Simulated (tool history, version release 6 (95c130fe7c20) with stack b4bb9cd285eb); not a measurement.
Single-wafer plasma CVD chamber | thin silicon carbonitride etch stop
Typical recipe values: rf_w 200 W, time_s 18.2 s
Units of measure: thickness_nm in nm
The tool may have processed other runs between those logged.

run   hour  rf_w  time_s  wafers since the last listed run  hours since the last thermocouple change  hours since the last RF generator calibration  hours since the showerhead was replaced  hours since the gauge calibration  read-back reference wafer on the same gauge, thickness_nm  thickness_nm
  1      0   200    19.6                                 0                                    1344.2                                         2139.9                                   2456.8                              139.9                                                     11.401        11.035
  2   31.5   200    19.6                              1233                                    1375.7                                         2171.4                                   2488.3                              171.4                                                       11.4         11.07
  3  106.3   200    18.2                              2928                                    1450.5                                         2246.2                                   2563.1                              246.2                                                     11.389        10.239
  4  137.2   200    18.2                              1209                                    1481.4                                         2277.1                                     2594                              277.1                                                     11.394        10.302
  5  151.3   200    18.2                               551                                    1495.5                                         2291.2                                   2608.1                              291.2                                                     11.402        10.272
  6  169.5   180    18.2                               712                                    1513.7                                         2309.4                                   2626.3                              309.4                                                     11.389         9.905
  7  195.6   200    18.2                              1021                                    1539.8                                         2335.5                                   2652.4                              335.5                                                     11.421        10.254
  8  216.6   200    18.2                               822                                    1560.8                                         2356.5                                   2673.4                              356.5                                                     11.405        10.212
  9  232.9   200    18.2                               638                                    1577.1                                         2372.8                                   2689.7                              372.8                                                     11.423        10.235
 10  253.5   200    18.2                               806                                    1597.7                                         2393.4                                   2710.3                              393.4                                                     11.385        10.309
 11  283.7   210    18.2                              1182                                    1627.9                                         2423.6                                   2740.5                              423.6                                                     11.398        10.374
 12  310.7   210    18.2                              1056                                    1654.9                                         2450.6                                   2767.5                              450.6                                                     11.395        10.422
     334.6  -- thermocouple changed; heater temperature recalibrated
 13  335.1   200    18.2                               641                                       0.5                                           2475                                   2791.9                                475                                                     11.393        10.318
 14  364.6   200    20.3                              1154                                        30                                         2504.5                                   2821.4                              504.5                                                     11.396         11.48
 15  387.3   200    20.3                               888                                      52.7                                         2527.2                                   2844.1                              527.2                                                     11.381        11.394
 16  400.2   200    18.2                               504                                      65.6                                         2540.1                                     2857                              540.1                                                     11.409        10.163
     410.3  -- RF generator calibrated
 17    436   160    14.8                              1088                                     101.4                                           25.7                                   2892.8                              575.9                                                     11.392         7.781
     463.7  -- showerhead replaced
 18  464.2   165    19.3                               790                                     129.6                                           53.9                                      0.5                              604.1                                                      11.41        10.239
 19  489.1   200    18.2                               974                                     154.5                                           78.8                                     25.4                                629                                                      11.39        10.307
 20  508.8   200    18.2                               771                                     174.2                                           98.5                                     45.1                              648.7                                                     11.414        10.386
       521  -- gauge calibrated
 21  606.3   200    20.3                              3816                                     271.7                                            196                                    142.6                               85.3                                                       11.4        11.403
 22  634.9   175    18.2                              1119                                     300.3                                          224.6                                    171.2                              113.9                                                     11.404         9.885
 23  659.3   200    18.2                               955                                     324.7                                            249                                    195.6                              138.3                                                     11.377        10.258
 24  692.3   225    15.1                              1291                                     357.7                                            282                                    228.6                              171.3                                                     11.388         8.854
 25  718.8   180    14.9                              1037                                     384.2                                          308.5                                    255.1                              197.8                                                     11.412         8.197
 26  737.9   185    20.6                               747                                     403.3                                          327.6                                    274.2                              216.9                                                     11.409        11.334
 27  773.5   220    15.9                              1393                                     438.9                                          363.2                                    309.8                              252.5                                                     11.418         9.284
 28    807   200    15.2                              1311                                     472.4                                          396.7                                    343.3                                286                                                      11.41         8.562
 29  841.9   200    18.2                              1366                                     507.3                                          431.6                                    378.2                              320.9                                                     11.397        10.293
 30  865.1   160    21.5                               908                                     530.5                                          454.8                                    401.4                              344.1                                                     11.414        11.318

Below are 5 alternative next runs, each starting from the tool's condition after run 30. Predict each:
  A  865.5   200    20.8                                15                                     530.9                                          455.2                                    401.8                              344.5                                                          ?             ?
  B  865.5   230    15.3                                15                                     530.9                                          455.2                                    401.8                              344.5                                                          ?             ?
  C  865.5   235    16.1                                15                                     530.9                                          455.2                                    401.8                              344.5                                                          ?             ?
  D  865.5   160    16.2                                15                                     530.9                                          455.2                                    401.8                              344.5                                                          ?             ?
  E  865.5   190    19.2                                15                                     530.9                                          455.2                                    401.8                              344.5                                                          ?             ?

run  read-back reference wafer on the same gauge, thickness_nm  thickness_nm
  A                                                     11.408        11.693
  B                                                     11.408         8.965
  C                                                     11.408         9.494
  D                                                     11.408         8.525
  E                                                     11.408        10.631
Stripped of hidden state, with their random variation kept, the same runs would have yielded:
run  thickness_nm
  A        11.693
  B         8.965
  C         9.494
  D         8.525
  E        10.631
